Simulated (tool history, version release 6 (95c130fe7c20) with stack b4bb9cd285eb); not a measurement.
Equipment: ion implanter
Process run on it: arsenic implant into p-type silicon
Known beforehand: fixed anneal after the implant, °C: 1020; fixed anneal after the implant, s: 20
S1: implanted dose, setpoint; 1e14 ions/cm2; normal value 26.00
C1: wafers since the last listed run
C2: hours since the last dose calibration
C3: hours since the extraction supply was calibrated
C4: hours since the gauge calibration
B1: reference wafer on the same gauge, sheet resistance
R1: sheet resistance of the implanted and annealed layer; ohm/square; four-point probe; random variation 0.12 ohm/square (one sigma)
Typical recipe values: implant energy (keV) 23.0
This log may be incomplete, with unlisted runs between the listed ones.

{"run": 1, "day": 0.0, "S1": 26.0, "implant energy (keV)": 23.0, "C1": 0, "C2": 2132.4, "C3": 3862.5, "C4": 74.0, "B1": 90.61, "R1": 82.83}
{"run": 2, "day": 0.608, "S1": 26.0, "implant energy (keV)": 23.0, "C1": 521, "C2": 2147.0, "C3": 3877.1, "C4": 88.6, "B1": 90.59, "R1": 82.6}
{"run": 3, "day": 1.296, "S1": 26.0, "implant energy (keV)": 23.0, "C1": 589, "C2": 2163.5, "C3": 3893.6, "C4": 105.1, "B1": 90.45, "R1": 82.6}
{"run": 4, "day": 1.638, "S1": 26.0, "implant energy (keV)": 23.0, "C1": 292, "C2": 2171.7, "C3": 3901.8, "C4": 113.3, "B1": 90.43, "R1": 82.58}
{"run": 5, "day": 1.9, "S1": 26.0, "implant energy (keV)": 23.0, "C1": 224, "C2": 2178.0, "C3": 3908.1, "C4": 119.6, "B1": 90.41, "R1": 82.57}
{"run": 6, "day": 2.542, "S1": 26.0, "implant energy (keV)": 23.0, "C1": 549, "C2": 2193.4, "C3": 3923.5, "C4": 135.0, "B1": 90.35, "R1": 82.53}
{"run": 7, "day": 3.25, "S1": 26.0, "implant energy (keV)": 23.0, "C1": 606, "C2": 2210.4, "C3": 3940.5, "C4": 152.0, "B1": 90.21, "R1": 82.25}
{"run": 8, "day": 3.533, "S1": 26.0, "implant energy (keV)": 23.0, "C1": 242, "C2": 2217.2, "C3": 3947.3, "C4": 158.8, "B1": 90.16, "R1": 82.32}
{"day": 3.646, "done": "gauge calibrated"}
{"run": 9, "day": 4.162, "S1": 26.0, "implant energy (keV)": 23.0, "C1": 539, "C2": 2232.3, "C3": 3962.4, "C4": 12.4, "B1": 90.63, "R1": 82.73}
{"run": 10, "day": 4.433, "S1": 26.0, "implant energy (keV)": 23.0, "C1": 232, "C2": 2238.8, "C3": 3968.9, "C4": 18.9, "B1": 90.57, "R1": 82.67}
{"run": 11, "day": 4.979, "S1": 26.0, "implant energy (keV)": 23.0, "C1": 467, "C2": 2251.9, "C3": 3982.0, "C4": 32.0, "B1": 90.57, "R1": 82.97}
{"run": 12, "day": 5.667, "S1": 26.0, "implant energy (keV)": 23.0, "C1": 589, "C2": 2268.4, "C3": 3998.5, "C4": 48.5, "B1": 90.58, "R1": 82.84}
{"day": 6.217, "done": "Faraday cup replaced and dose calibrated"}
{"run": 13, "day": 6.233, "S1": 26.0, "implant energy (keV)": 23.0, "C1": 199, "C2": 0.4, "C3": 4012.1, "C4": 62.1, "B1": 90.55, "R1": 82.8}
{"day": 7.246, "done": "extraction supply calibrated"}
{"run": 14, "day": 7.267, "S1": 26.0, "implant energy (keV)": 23.0, "C1": 599, "C2": 25.2, "C3": 0.5, "C4": 86.9, "B1": 90.47, "R1": 82.43}
{"run": 15, "day": 7.371, "S1": 18.41, "implant energy (keV)": 23.0, "C1": 89, "C2": 27.7, "C3": 3.0, "C4": 89.4, "B1": 90.43, "R1": 89.47}
{"run": 16, "day": 9.283, "S1": 26.0, "implant energy (keV)": 23.0, "C1": 1638, "C2": 73.6, "C3": 48.9, "C4": 135.3, "B1": 90.22, "R1": 82.56}
{"day": 9.625, "done": "gauge calibrated"}
{"run": 17, "day": 9.667, "S1": 23.54, "implant energy (keV)": 15.5, "C1": 328, "C2": 82.8, "C3": 58.1, "C4": 1.0, "B1": 90.64, "R1": 94.29}
{"run": 18, "day": 10.275, "S1": 26.0, "implant energy (keV)": 23.0, "C1": 521, "C2": 97.4, "C3": 72.7, "C4": 15.6, "B1": 90.65, "R1": 82.83}
{"run": 19, "day": 10.542, "S1": 21.92, "implant energy (keV)": 30.5, "C1": 228, "C2": 103.8, "C3": 79.1, "C4": 22.0, "B1": 90.67, "R1": 77.87}
{"run": 20, "day": 10.879, "S1": 26.0, "implant energy (keV)": 26.5, "C1": 289, "C2": 111.9, "C3": 87.2, "C4": 30.1, "B1": 90.64, "R1": 78.72}
{"run": 21, "day": 11.308, "S1": 26.0, "implant energy (keV)": 23.0, "C1": 367, "C2": 122.2, "C3": 97.5, "C4": 40.4, "B1": 90.61, "R1": 82.74}
{"run": 22, "day": 11.646, "S1": 30.2, "implant energy (keV)": 26.5, "C1": 289, "C2": 130.3, "C3": 105.6, "C4": 48.5, "B1": 90.63, "R1": 76.5}
{"run": 23, "day": 12.012, "S1": 21.52, "implant energy (keV)": 18.0, "C1": 314, "C2": 139.1, "C3": 114.4, "C4": 57.3, "B1": 90.59, "R1": 92.11}
{"run": 24, "day": 12.375, "S1": 22.48, "implant energy (keV)": 30.0, "C1": 310, "C2": 147.8, "C3": 123.1, "C4": 66.0, "B1": 90.56, "R1": 77.5}
{"run": 25, "day": 12.938, "S1": 19.82, "implant energy (keV)": 25.0, "C1": 482, "C2": 161.3, "C3": 136.6, "C4": 79.5, "B1": 90.54, "R1": 85.38}
{"run": 26, "day": 13.554, "S1": 29.92, "implant energy (keV)": 17.0, "C1": 528, "C2": 176.1, "C3": 151.4, "C4": 94.3, "B1": 90.45, "R1": 88.2}

Consider 4 possible next runs. They are alternatives, not a sequence: every one starts from the tool as it was left by run 26. What does each give?
{"run": "A", "day": 13.571, "S1": 29.27, "implant energy (keV)": 23.0, "C1": 14, "C2": 176.5, "C3": 151.8, "C4": 94.7, "B1": "?", "R1": "?"}
{"run": "B", "day": 13.571, "S1": 22.64, "implant energy (keV)": 23.0, "C1": 14, "C2": 176.5, "C3": 151.8, "C4": 94.7, "B1": "?", "R1": "?"}
{"run": "C", "day": 13.571, "S1": 30.23, "implant energy (keV)": 29.5, "C1": 14, "C2": 176.5, "C3": 151.8, "C4": 94.7, "B1": "?", "R1": "?"}
{"run": "D", "day": 13.571, "S1": 22.27, "implant energy (keV)": 29.5, "C1": 14, "C2": 176.5, "C3": 151.8, "C4": 94.7, "B1": "?", "R1": "?"}

run=A B1=90.45 R1=80.96
run=B B1=90.45 R1=84.95
run=C B1=90.45 R1=73.29
run=D B1=90.45 R1=78.35
The same runs, with their run-to-run variation unchanged, on a tool lacking any hidden condition would have given:
run=A R1=81.17
run=B R1=85.17
run=C R1=73.49
run=D R1=78.55
